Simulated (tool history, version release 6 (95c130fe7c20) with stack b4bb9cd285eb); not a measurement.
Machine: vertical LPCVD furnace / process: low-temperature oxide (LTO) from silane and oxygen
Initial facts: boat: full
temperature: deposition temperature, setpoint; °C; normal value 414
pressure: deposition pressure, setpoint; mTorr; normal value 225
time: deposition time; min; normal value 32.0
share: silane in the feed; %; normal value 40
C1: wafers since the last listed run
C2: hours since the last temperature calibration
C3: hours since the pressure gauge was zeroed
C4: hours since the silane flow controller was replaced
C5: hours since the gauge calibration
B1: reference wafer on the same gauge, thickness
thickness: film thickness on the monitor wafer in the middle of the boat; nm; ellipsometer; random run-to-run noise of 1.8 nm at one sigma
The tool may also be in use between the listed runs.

run 1 day=0.000 | temperature=414 pressure=225 time=32.0 share=42 | C1=0 C2=3943.8 C3=1357.1 C4=3388.3 C5=1386.4 | B1=390.40 | thickness=358.54
run 2 day=12.162 | temperature=414 pressure=225 time=32.0 share=42 | C1=3492 C2=4235.7 C3=1649.0 C4=3680.2 C5=1678.3 | B1=391.04 | thickness=362.52
run 3 day=16.133 | temperature=421 pressure=225 time=32.0 share=40 | C1=1140 C2=4331.0 C3=1744.3 C4=3775.5 C5=1773.6 | B1=389.65 | thickness=370.61
run 4 day=19.000 | temperature=414 pressure=200 time=32.0 share=40 | C1=823 C2=4399.8 C3=1813.1 C4=3844.3 C5=1842.4 | B1=391.17 | thickness=312.16
run 5 day=22.275 | temperature=414 pressure=200 time=32.0 share=40 | C1=940 C2=4478.4 C3=1891.7 C4=3922.9 C5=1921.0 | B1=389.94 | thickness=312.59
run 6 day=26.038 | temperature=414 pressure=200 time=32.0 share=40 | C1=1080 C2=4568.7 C3=1982.0 C4=4013.2 C5=2011.3 | B1=389.36 | thickness=310.96
run 7 day=28.038 | temperature=414 pressure=225 time=32.0 share=40 | C1=574 C2=4616.7 C3=2030.0 C4=4061.2 C5=2059.3 | B1=389.62 | thickness=346.53
run 8 day=29.971 | temperature=414 pressure=225 time=41.0 share=40 | C1=555 C2=4663.1 C3=2076.4 C4=4107.6 C5=2105.7 | B1=390.24 | thickness=444.42
run 9 day=32.862 | temperature=414 pressure=195 time=32.0 share=40 | C1=830 C2=4732.5 C3=2145.8 C4=4177.0 C5=2175.1 | B1=390.89 | thickness=303.81
-- day=34.112 thermocouples replaced and temperature profile calibrated
run 10 day=35.825 | temperature=414 pressure=225 time=32.0 share=40 | C1=563 C2=41.1 C3=2216.9 C4=4248.1 C5=2246.2 | B1=390.63 | thickness=349.15
run 11 day=39.929 | temperature=425 pressure=225 time=27.5 share=40 | C1=1178 C2=139.6 C3=2315.4 C4=4346.6 C5=2344.7 | B1=390.24 | thickness=337.09
run 12 day=42.225 | temperature=414 pressure=225 time=28.0 share=40 | C1=659 C2=194.7 C3=2370.5 C4=4401.7 C5=2399.8 | B1=389.44 | thickness=307.02
run 13 day=43.967 | temperature=414 pressure=225 time=28.5 share=33 | C1=500 C2=236.5 C3=2412.3 C4=4443.5 C5=2441.6 | B1=389.63 | thickness=247.13
run 14 day=48.058 | temperature=414 pressure=205 time=32.0 share=48 | C1=1175 C2=334.7 C3=2510.5 C4=4541.7 C5=2539.8 | B1=389.99 | thickness=382.53
run 15 day=52.508 | temperature=410 pressure=225 time=20.0 share=42 | C1=1277 C2=441.5 C3=2617.3 C4=4648.5 C5=2646.6 | B1=390.23 | thickness=224.30
run 16 day=56.371 | temperature=414 pressure=225 time=32.0 share=40 | C1=1109 C2=534.2 C3=2710.0 C4=4741.2 C5=2739.3 | B1=389.96 | thickness=355.28
-- day=60.738 silane flow controller replaced
run 17 day=68.583 | temperature=418 pressure=205 time=32.0 share=35 | C1=3219 C2=827.3 C3=3003.1 C4=188.3 C5=3032.4 | B1=388.86 | thickness=282.30
run 18 day=71.154 | temperature=422 pressure=275 time=32.0 share=40 | C1=738 C2=889.0 C3=3064.8 C4=250.0 C5=3094.1 | B1=390.47 | thickness=455.72
-- day=71.429 gauge calibrated
run 19 day=73.862 | temperature=414 pressure=225 time=32.0 share=40 | C1=777 C2=954.0 C3=3129.8 C4=315.0 C5=58.4 | B1=390.30 | thickness=351.78
run 20 day=75.683 | temperature=421 pressure=250 time=22.5 share=47 | C1=522 C2=997.7 C3=3173.5 C4=358.7 C5=102.1 | B1=389.81 | thickness=342.33
-- day=78.871 pressure gauge zeroed
run 21 day=79.358 | temperature=407 pressure=225 time=23.5 share=40 | C1=768 C2=1085.9 C3=11.7 C4=446.9 C5=190.3 | B1=389.39 | thickness=225.41
run 22 day=83.071 | temperature=414 pressure=225 time=32.0 share=40 | C1=1066 C2=1175.0 C3=100.8 C4=536.0 C5=279.4 | B1=389.82 | thickness=336.40
run 23 day=91.904 | temperature=423 pressure=225 time=32.0 share=33 | C1=2536 C2=1387.0 C3=312.8 C4=748.0 C5=491.4 | B1=389.45 | thickness=288.47
run 24 day=95.458 | temperature=411 pressure=245 time=42.5 share=34 | C1=1020 C2=1472.3 C3=398.1 C4=833.3 C5=576.7 | B1=390.23 | thickness=380.47
run 25 day=99.517 | temperature=420 pressure=225 time=32.0 share=40 | C1=1165 C2=1569.7 C3=495.5 C4=930.7 C5=674.1 | B1=389.67 | thickness=357.92
run 26 day=102.321 | temperature=414 pressure=225 time=32.0 share=47 | C1=805 C2=1637.0 C3=562.8 C4=998.0 C5=741.4 | B1=390.01 | thickness=396.22
run 27 day=104.446 | temperature=403 pressure=225 time=32.0 share=40 | C1=610 C2=1688.0 C3=613.8 C4=1049.0 C5=792.4 | B1=389.53 | thickness=298.71
run 28 day=108.917 | temperature=414 pressure=225 time=43.5 share=40 | C1=1283 C2=1795.3 C3=721.1 C4=1156.3 C5=899.7 | B1=390.23 | thickness=456.45
run 29 day=112.958 | temperature=419 pressure=175 time=32.0 share=40 | C1=1160 C2=1892.3 C3=818.1 C4=1253.3 C5=996.7 | B1=390.54 | thickness=275.08
run 30 day=114.746 | temperature=414 pressure=250 time=32.0 share=40 | C1=513 C2=1935.2 C3=861.0 C4=1296.2 C5=1039.6 | B1=389.85 | thickness=372.04
run 31 day=118.762 | temperature=409 pressure=225 time=32.0 share=40 | C1=1153 C2=2031.6 C3=957.4 C4=1392.6 C5=1136.0 | B1=389.78 | thickness=321.19
run 32 day=121.621 | temperature=414 pressure=250 time=27.5 share=35 | C1=820 C2=2100.2 C3=1026.0 C4=1461.2 C5=1204.6 | B1=390.30 | thickness=275.78

Each row is a separate what-if for the run after 32, all from the same tool condition, not one after another. Results?
run A day=121.804 | temperature=414 pressure=225 time=43.0 share=40 | C1=52 C2=2104.6 C3=1030.4 C4=1465.6 C5=1209.0 | B1=? | thickness=?
run B day=121.804 | temperature=414 pressure=185 time=32.0 share=32 | C1=52 C2=2104.6 C3=1030.4 C4=1465.6 C5=1209.0 | B1=? | thickness=?
run C day=121.804 | temperature=414 pressure=225 time=32.0 share=34 | C1=52 C2=2104.6 C3=1030.4 C4=1465.6 C5=1209.0 | B1=? | thickness=?

run=A B1=389.95 thickness=451.64
run=B B1=389.95 thickness=209.67
run=C B1=389.95 thickness=276.01
Take away the tool's hidden state, keep each run's random variation, and the runs would have read:
run=A thickness=442.61
run=B thickness=204.12
run=C thickness=269.40
